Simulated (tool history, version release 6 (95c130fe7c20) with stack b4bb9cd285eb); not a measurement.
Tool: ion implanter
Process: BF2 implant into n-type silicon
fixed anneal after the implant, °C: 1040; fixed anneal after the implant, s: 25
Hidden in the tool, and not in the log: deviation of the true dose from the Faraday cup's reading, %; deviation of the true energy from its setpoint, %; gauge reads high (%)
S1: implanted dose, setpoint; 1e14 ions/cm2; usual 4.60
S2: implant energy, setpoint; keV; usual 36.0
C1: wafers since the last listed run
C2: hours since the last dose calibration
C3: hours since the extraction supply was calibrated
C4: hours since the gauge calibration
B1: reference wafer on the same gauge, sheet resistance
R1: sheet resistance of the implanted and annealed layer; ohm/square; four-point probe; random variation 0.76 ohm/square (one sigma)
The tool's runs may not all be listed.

Run 1, hour 0.0: usual settings but S2 46.0 keV; C1 0; C2 1467.6; C3 3761.4; C4 14.2; B1 282.21. Result: R1 257.36 ohm/square.
Run 2, hour 26.8: usual settings; C1 606; C2 1494.4; C3 3788.2; C4 41.0; B1 281.78. Result: R1 261.36 ohm/square.
Run 3, hour 96.5: usual settings; C1 1577; C2 1564.1; C3 3857.9; C4 110.7; B1 282.42. Result: R1 263.26 ohm/square.
Run 4, hour 131.0: usual settings; C1 780; C2 1598.6; C3 3892.4; C4 145.2; B1 281.86. Result: R1 260.87 ohm/square.
Run 5, hour 283.6: usual settings; C1 3453; C2 1751.2; C3 4045.0; C4 297.8; B1 281.87. Result: R1 261.99 ohm/square.
Run 6, hour 346.6: usual settings; C1 1425; C2 1814.2; C3 4108.0; C4 360.8; B1 281.92. Result: R1 262.81 ohm/square.
At hour 362.2: extraction supply calibrated.
At hour 401.8: Faraday cup replaced and dose calibrated.
Run 7, hour 402.3: usual settings but S2 30.0 keV; C1 898; C2 0.5; C3 40.1; C4 416.5; B1 282.28. Result: R1 256.33 ohm/square.
Run 8, hour 456.5: usual settings; C1 1226; C2 54.7; C3 94.3; C4 470.7; B1 281.83. Result: R1 253.08 ohm/square.
Run 9, hour 485.4: usual settings but S1 5.76 1e14 ions/cm2, S2 27.5 keV; C1 654; C2 83.6; C3 123.2; C4 499.6; B1 282.06. Result: R1 213.56 ohm/square.
Run 10, hour 510.6: usual settings but S1 4.16 1e14 ions/cm2, S2 31.0 keV; C1 570; C2 108.8; C3 148.4; C4 524.8; B1 281.91. Result: R1 278.17 ohm/square.
Run 11, hour 563.7: usual settings but S1 3.50 1e14 ions/cm2, S2 27.5 keV; C1 1201; C2 161.9; C3 201.5; C4 577.9; B1 281.95. Result: R1 325.02 ohm/square.
Run 12, hour 595.8: usual settings but S1 4.02 1e14 ions/cm2, S2 23.5 keV; C1 726; C2 194.0; C3 233.6; C4 610.0; B1 282.02. Result: R1 294.02 ohm/square.
Run 13, hour 660.5: usual settings; C1 1464; C2 258.7; C3 298.3; C4 674.7; B1 281.85. Result: R1 254.42 ohm/square.
At hour 703.3: gauge calibrated.
Run 14, hour 727.8: usual settings but S1 5.55 1e14 ions/cm2, S2 41.0 keV; C1 1523; C2 326.0; C3 365.6; C4 24.5; B1 281.94. Result: R1 215.07 ohm/square.
Run 15, hour 772.5: usual settings; C1 1011; C2 370.7; C3 410.3; C4 69.2; B1 281.77. Result: R1 254.83 ohm/square.
Run 16, hour 839.7: usual settings but S1 5.12 1e14 ions/cm2, S2 25.5 keV; C1 1521; C2 437.9; C3 477.5; C4 136.4; B1 282.11. Result: R1 240.59 ohm/square.
Run 17, hour 906.0: usual settings but S1 3.37 1e14 ions/cm2, S2 45.5 keV; C1 1500; C2 504.2; C3 543.8; C4 202.7; B1 281.94. Result: R1 323.44 ohm/square.

4 ways to go on from here, each from the tool as it stands after run 17. What would each give?
Run A, hour 906.4: usual settings but S1 5.93 1e14 ions/cm2; C1 9; C2 504.6; C3 544.2; C4 203.1; B1 ?. Result: R1 ?.
Run B, hour 906.4: usual settings but S1 3.93 1e14 ions/cm2, S2 46.0 keV; C1 9; C2 504.6; C3 544.2; C4 203.1; B1 ?. Result: R1 ?.
Run C, hour 906.4: usual settings but S1 3.28 1e14 ions/cm2, S2 30.0 keV; C1 9; C2 504.6; C3 544.2; C4 203.1; B1 ?. Result: R1 ?.
Run D, hour 906.4: usual settings but S1 3.44 1e14 ions/cm2, S2 32.0 keV; C1 9; C2 504.6; C3 544.2; C4 203.1; B1 ?. Result: R1 ?.

run      B1      R1
  A  281.85  205.38
  B  281.85  285.45
  C  281.85  345.37
  D  281.85  329.82
Without the tool's hidden state the same runs would have given:
run      R1
  A  203.01
  B  282.32
  C  341.48
  D  326.12
